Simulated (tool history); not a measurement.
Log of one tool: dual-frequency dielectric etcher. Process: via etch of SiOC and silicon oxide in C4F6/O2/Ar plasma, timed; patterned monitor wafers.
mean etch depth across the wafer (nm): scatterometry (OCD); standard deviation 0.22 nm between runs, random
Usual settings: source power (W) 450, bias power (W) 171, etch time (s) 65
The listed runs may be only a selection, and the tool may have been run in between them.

run	hour	source power (W)	bias power (W)	etch time (s)	read-back reference wafer on the same gauge, depth_nm	mean etch depth across the wafer (nm)
1	0	450	188	65	63.6	81.3
2	95.8	450	188	65	63.6	81.2
# hour 222.3: gauge calibrated
3	271.9	450	185	65	63.6	81.1
4	313.6	450	171	69.5	63.6	84.2
# hour 364.7: bias power generator calibrated
# hour 372.6: wet clean of the chamber
5	373.1	450	171	69.5	63.6	82.2
6	420.5	450	171	69.5	63.6	82.2
7	465.9	450	171	65	63.6	77.2
8	503.4	450	171	76	63.6	90.3
9	559	450	171	65	63.6	77.2
10	615.1	400	213	58	63.6	69.6
11	669.3	400	171	59.5	63.5	65.5
# hour 734.9: source power generator calibrated
# hour 766.1: wet clean of the chamber
# hour 809.9: gauge calibrated
# hour 865.2: upper electrode replaced
12	865.7	370	171	65	63.6	69.1
13	948.5	450	171	53	63.6	64.5
14	999.6	450	171	65	63.6	79.7
15	1048.9	400	213	51.5	63.6	63.6
16	1111.1	380	171	65	63.6	71.6

Run by run, hidden condition taken away, random variation retained:
Hidden state at play: etch rate over this chamber's usual, %; source power that arrives over what is set, %; bias power that arrives over what is set, %; gauge reads high (%).
run	mean etch depth across the wafer (nm)
1	82.4
2	82
3	81.5
4	84.6
5	84.6
6	84.5
7	79.2
8	92.6
9	79.1
10	71.1
11	67
12	69.2
13	64.4
14	79.3
15	63.1
16	70.9
